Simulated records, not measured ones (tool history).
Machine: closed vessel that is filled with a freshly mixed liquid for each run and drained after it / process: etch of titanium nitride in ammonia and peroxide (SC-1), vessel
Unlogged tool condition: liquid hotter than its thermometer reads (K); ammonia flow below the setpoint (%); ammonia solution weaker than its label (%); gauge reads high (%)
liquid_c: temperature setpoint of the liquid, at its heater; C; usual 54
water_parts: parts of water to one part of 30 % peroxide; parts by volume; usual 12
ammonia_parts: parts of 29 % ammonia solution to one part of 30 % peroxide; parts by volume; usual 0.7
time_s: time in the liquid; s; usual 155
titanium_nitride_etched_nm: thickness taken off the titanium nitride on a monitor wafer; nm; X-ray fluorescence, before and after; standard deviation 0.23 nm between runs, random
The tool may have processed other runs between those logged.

run,day,liquid_c,water_parts,ammonia_parts,time_s,wafers since the last listed run,hours since the thermometer was replaced,hours since the ammonia flow meter was replaced,hours since the drum of ammonia solution was connected,hours since the gauge calibration,"read-back film thickness of the titanium nitride reference wafer, read on the same gauge (nm)",titanium_nitride_etched_nm
1,0,54,10.5,0.7,155,0,938.5,1281.6,443,568.2,150.01,26.77
# day 1.038: gauge calibrated
2,2.754,54,12,0.7,155,8084,1004.6,1347.7,509.1,41.2,150.03,24.91
3,4.65,54,12,0.7,155,5565,1050.1,1393.2,554.6,86.7,150.04,25.6
4,6.529,54,12,0.7,155,5516,1095.2,1438.3,599.7,131.8,149.95,25.42
# day 7.9: new drum of ammonia solution connected
5,9.121,54,12,0.7,155,7485,1157.4,1500.5,29.3,194,149.98,25.11
6,11.525,54,12,0.7,155,7057,1215.1,1558.2,87,251.7,150.03,25.21
7,14.275,54,12,0.7,155,8072,1281.1,1624.2,153,317.7,150.04,25.38
# day 14.5: ammonia flow meter replaced
8,15.338,54,12,0.7,155,2996,1306.6,20.1,178.5,343.2,149.96,25.82
9,16.904,54,12,0.7,155,4598,1344.2,57.7,216.1,380.8,150.04,25.3
10,18.8,54,12,0.7,155,5565,1389.7,103.2,261.6,426.3,150.02,25.84
11,20.542,54,12,0.7,155,5112,1431.5,145,303.4,468.1,150,25.4
12,21.962,54,12,0.7,155,4170,1465.6,179.1,337.5,502.2,149.99,25.46
13,23.054,54,12,0.7,155,3204,1491.8,205.3,363.7,528.4,149.98,25.42
14,24.925,51.5,9.5,0.5,75,5491,1536.7,250.2,408.6,573.3,150,11.3
15,26.738,45,12,0.4,200,5320,1580.2,293.7,452.1,616.8,150,16.29
# day 29.088: new drum of ammonia solution connected
16,29.262,62.5,12,0.7,95,7289,1640.8,354.3,4.2,677.4,149.97,27.61
17,30.35,51.5,9.5,0.5,75,3192,1666.9,380.4,30.3,703.5,150.01,11.32
18,31.425,50.5,8.5,0.7,240,3155,1692.7,406.2,56.1,729.3,149.99,37.89
# day 31.721: thermometer replaced
# day 31.871: gauge calibrated
19,32.529,54,12,0.7,245,3119,19.4,432.7,82.6,15.8,150,37.9
20,33.892,44.5,12,0.9,155,3999,52.1,465.4,115.3,48.5,150.01,12.7
21,35.7,47,8.5,0.8,125,5308,95.5,508.8,158.7,91.9,150,14.28
22,39.146,45,12,0.9,210,10115,178.2,591.5,241.4,174.6,149.99,18.05
23,40.854,54,12,0.45,155,5014,219.2,632.5,282.4,215.6,149.98,22.26
24,42.125,45.5,16.5,0.7,155,3730,249.7,663,312.9,246.1,150.01,11.15

Each row is a separate what-if for the run after 24, all from the same tool condition, not one after another. Results?
A,42.154,46.5,12,0.7,155,85,250.4,663.7,313.6,246.8,?,?
B,42.154,51.5,12,0.55,105,85,250.4,663.7,313.6,246.8,?,?
C,42.154,54,15.5,0.7,80,85,250.4,663.7,313.6,246.8,?,?
D,42.154,54,14.5,0.7,205,85,250.4,663.7,313.6,246.8,?,?

run,"read-back film thickness of the titanium nitride reference wafer, read on the same gauge (nm)",titanium_nitride_etched_nm
A,149.99,14.19
B,149.99,13.08
C,149.99,10.75
D,149.99,28.57
Take away the tool's hidden state, keep each run's random variation, and the runs would have read:
run,titanium_nitride_etched_nm
A,13.81
B,12.74
C,10.48
D,27.84

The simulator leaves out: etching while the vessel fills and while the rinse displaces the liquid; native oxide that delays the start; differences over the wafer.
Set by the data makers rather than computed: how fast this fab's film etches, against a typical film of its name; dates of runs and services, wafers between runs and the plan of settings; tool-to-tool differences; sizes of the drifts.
